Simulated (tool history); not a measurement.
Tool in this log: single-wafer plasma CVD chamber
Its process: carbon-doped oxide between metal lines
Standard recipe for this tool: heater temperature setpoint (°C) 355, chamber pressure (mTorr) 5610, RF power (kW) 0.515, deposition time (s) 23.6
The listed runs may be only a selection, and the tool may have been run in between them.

run,hour,heater temperature setpoint (°C),chamber pressure (mTorr),RF power (kW),deposition time (s),wafers since the last listed run,hours since the last thermocouple change,hours since the last RF generator calibration,hours since the last manometer calibration,hours since the showerhead was replaced,hours since the gauge calibration,"read-back reference wafer on the same gauge, thickness_nm",mean film thickness on the monitor wafer (nm)
1,0.0,355,5610,0.515,23.6,0,1185.5,1264.3,1804.9,6121.4,489.2,128.043,122.404
# hour 13.3: capacitance manometer re-zeroed and calibrated
2,33.1,355,5610,0.515,23.6,957,1218.6,1297.4,19.8,6154.5,522.3,128.149,122.014
3,53.2,355,5610,0.515,23.6,766,1238.7,1317.5,39.9,6174.6,542.4,127.963,122.607
# hour 62.2: thermocouple changed; heater temperature recalibrated
4,75.9,355,5610,0.515,23.6,560,13.7,1340.2,62.6,6197.3,565.1,128.264,122.675
5,103.8,355,5610,0.515,23.6,1064,41.6,1368.1,90.5,6225.2,593.0,128.123,122.363
6,137.3,355,5610,0.515,23.6,1277,75.1,1401.6,124.0,6258.7,626.5,128.029,122.207
7,151.5,348,5610,0.515,20.9,541,89.3,1415.8,138.2,6272.9,640.7,127.915,111.084
8,172.1,355,5610,0.475,25.0,785,109.9,1436.4,158.8,6293.5,661.3,127.894,121.712
9,203.4,364,4290,0.515,23.6,1193,141.2,1467.7,190.1,6324.8,692.6,127.916,116.327
# hour 223.2: showerhead replaced
10,234.8,364,4570,0.610,27.4,892,172.6,1499.1,221.5,11.6,724.0,127.839,154.326
11,249.3,355,4990,0.515,23.6,553,187.1,1513.6,236.0,26.1,738.5,127.925,121.695
12,265.5,355,5610,0.515,23.6,617,203.3,1529.8,252.2,42.3,754.7,128.005,122.287
13,279.3,355,5610,0.515,23.6,526,217.1,1543.6,266.0,56.1,768.5,127.932,122.312
14,297.8,359,5990,0.470,23.6,705,235.6,1562.1,284.5,74.6,787.0,128.033,113.086
15,325.0,355,5610,0.515,23.6,1037,262.8,1589.3,311.7,101.8,814.2,127.956,122.118
# hour 337.8: gauge calibrated
16,350.4,355,5610,0.515,23.6,968,288.2,1614.7,337.1,127.2,12.6,127.794,122.463
17,371.9,366,6910,0.435,27.2,820,309.7,1636.2,358.6,148.7,34.1,128.114,119.932
# hour 387.1: RF generator calibrated
18,405.5,370,5610,0.515,23.6,976,343.3,18.4,392.2,182.3,67.7,128.033,117.450
19,421.3,355,5610,0.515,19.8,602,359.1,34.2,408.0,198.1,83.5,128.073,103.162
20,451.6,349,5610,0.555,23.6,1155,389.4,64.5,438.3,228.4,113.8,128.086,132.156
21,465.9,363,5610,0.575,23.6,545,403.7,78.8,452.6,242.7,128.1,127.982,129.187
22,492.4,355,4480,0.415,27.9,1010,430.2,105.3,479.1,269.2,154.6,128.006,117.737
23,519.8,360,6040,0.515,27.4,1045,457.6,132.7,506.5,296.6,182.0,128.098,140.733
24,533.6,349,5610,0.555,23.6,526,471.4,146.5,520.3,310.4,195.8,128.043,132.052
25,546.2,355,6260,0.515,27.2,480,484.0,159.1,532.9,323.0,208.4,127.911,141.379
26,573.0,355,4530,0.540,26.4,1022,510.8,185.9,559.7,349.8,235.2,128.223,139.643
27,598.4,355,5610,0.415,21.6,968,536.2,211.3,585.1,375.2,260.6,128.015,92.806
28,630.1,346,5610,0.585,23.6,1209,567.9,243.0,616.8,406.9,292.3,127.903,138.335

List, for all runs, the conditions of the tool that the log does not record:
wafer temperature above the value expected at the setpoint (K): 0 at every run
delivered RF power above the setpoint (%): 0 at every run
true pressure above the setpoint (%): 0 at every run
gauge reads high (%): 0 at every run
